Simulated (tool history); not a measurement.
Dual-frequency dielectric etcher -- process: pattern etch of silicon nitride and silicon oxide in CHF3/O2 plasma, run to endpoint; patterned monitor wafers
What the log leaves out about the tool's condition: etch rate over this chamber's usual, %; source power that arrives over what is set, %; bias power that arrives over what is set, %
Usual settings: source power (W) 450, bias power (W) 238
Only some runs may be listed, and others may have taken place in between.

run	hour	source power (W)	bias power (W)	wafers since the last listed run	hours since the last wet clean	hours since the last source power generator calibration	hours since the last bias power generator calibration	hours since the last upper electrode change	incoming incoming film thickness, nm	endpoint time (s)
1	0	450	238	0	530	1709.3	1127.3	2186.4	206.5	118.1
2	37.2	450	238	260	567.2	1746.5	1164.5	2223.6	208	118.4
3	144.5	450	265	750	674.5	1853.8	1271.8	2330.9	209.5	113.3
# hour 189: wet clean of the chamber
4	225.9	450	265	401	36.9	1935.2	1353.2	2412.3	209.3	120.1
5	276.3	450	265	352	87.3	1985.6	1403.6	2462.7	209.6	119.4
6	355.7	450	209	555	166.7	2065	1483	2542.1	210.8	129.9
# hour 371.9: source power generator calibrated
7	407	450	209	330	218	35.1	1534.3	2593.4	211.2	127.1
8	489.9	450	209	579	300.9	118	1617.2	2676.3	208.2	124.9
9	536.7	450	238	327	347.7	164.8	1664	2723.1	211.6	120.7
10	614.7	450	238	545	425.7	242.8	1742	2801.1	212.5	120.6
11	698.1	450	238	583	509.1	326.2	1825.4	2884.5	209.4	118.4
12	797.3	450	238	693	608.3	425.4	1924.6	2983.7	210	118.3
# hour 866.1: wet clean of the chamber
13	866.6	450	238	316	0.5	494.7	1993.9	3053	211.7	124.5
14	903.2	530	207	256	37.1	531.3	2030.5	3089.6	209	121.7
15	953.1	450	238	349	87	581.2	2080.4	3139.5	210.7	123.7
16	1015	450	193	433	148.9	643.1	2142.3	3201.4	210	132.6
17	1110.9	400	190	670	244.8	739	2238.2	3297.3	209	136
18	1214.8	450	255	726	348.7	842.9	2342.1	3401.2	209.5	117.6
19	1289	410	281	519	422.9	917.1	2416.3	3475.4	208.4	116.1
20	1352.6	400	185	444	486.5	980.7	2479.9	3539	209.1	136.1
# hour 1458.2: upper electrode replaced
# hour 1465.1: wet clean of the chamber
21	1465.6	500	187	574	0.5	1093.7	2592.9	7.4	208.2	129.6
# hour 1521.7: bias power generator calibrated
22	1530.2	560	206	423	65.1	1158.3	8.5	72	208.4	120
23	1626	510	195	670	160.9	1254.1	104.3	167.8	209	125.6
24	1691.9	410	217	461	226.8	1320	170.2	233.7	208.8	129.2
25	1759.8	360	197	474	294.7	1387.9	238.1	301.6	211.1	141.5
26	1816.1	450	238	393	351	1444.2	294.4	357.9	211.3	122
27	1904.2	510	278	616	439.1	1532.3	382.5	446	208.8	108.7
28	1950.2	510	278	321	485.1	1578.3	428.5	492	209.5	107.9
# hour 2060: wet clean of the chamber
29	2060.5	410	281	603	0.5	1688.6	538.8	602.3	209.2	121.2
30	2097.6	510	196	259	37.6	1725.7	575.9	639.4	209.5	127.8
31	2204.4	400	202	747	144.4	1832.5	682.7	746.2	208.5	136.2
32	2261.8	420	258	401	201.8	1889.9	740.1	803.6	212.3	124.5
33	2305.3	560	221	304	245.3	1933.4	783.6	847.1	208.8	116.5
34	2389.3	550	297	587	329.3	2017.4	867.6	931.1	208.3	104.7
35	2474.2	450	238	593	414.2	2102.3	952.5	1016	208.6	120.4

Forecast each of these 4 alternatives for the next run:
A	2474.7	380	238	3	414.7	2102.8	953	1016.5	210.2	?
B	2474.7	530	279	3	414.7	2102.8	953	1016.5	210.2	?
C	2474.7	390	272	3	414.7	2102.8	953	1016.5	210.2	?
D	2474.7	360	209	3	414.7	2102.8	953	1016.5	210.2	?

run	endpoint time (s)
A	129
B	108.1
C	121.6
D	138
Without the tool's unlogged condition, the same runs would have read:
run	endpoint time (s)
A	130.7
B	109.5
C	123.2
D	139.7

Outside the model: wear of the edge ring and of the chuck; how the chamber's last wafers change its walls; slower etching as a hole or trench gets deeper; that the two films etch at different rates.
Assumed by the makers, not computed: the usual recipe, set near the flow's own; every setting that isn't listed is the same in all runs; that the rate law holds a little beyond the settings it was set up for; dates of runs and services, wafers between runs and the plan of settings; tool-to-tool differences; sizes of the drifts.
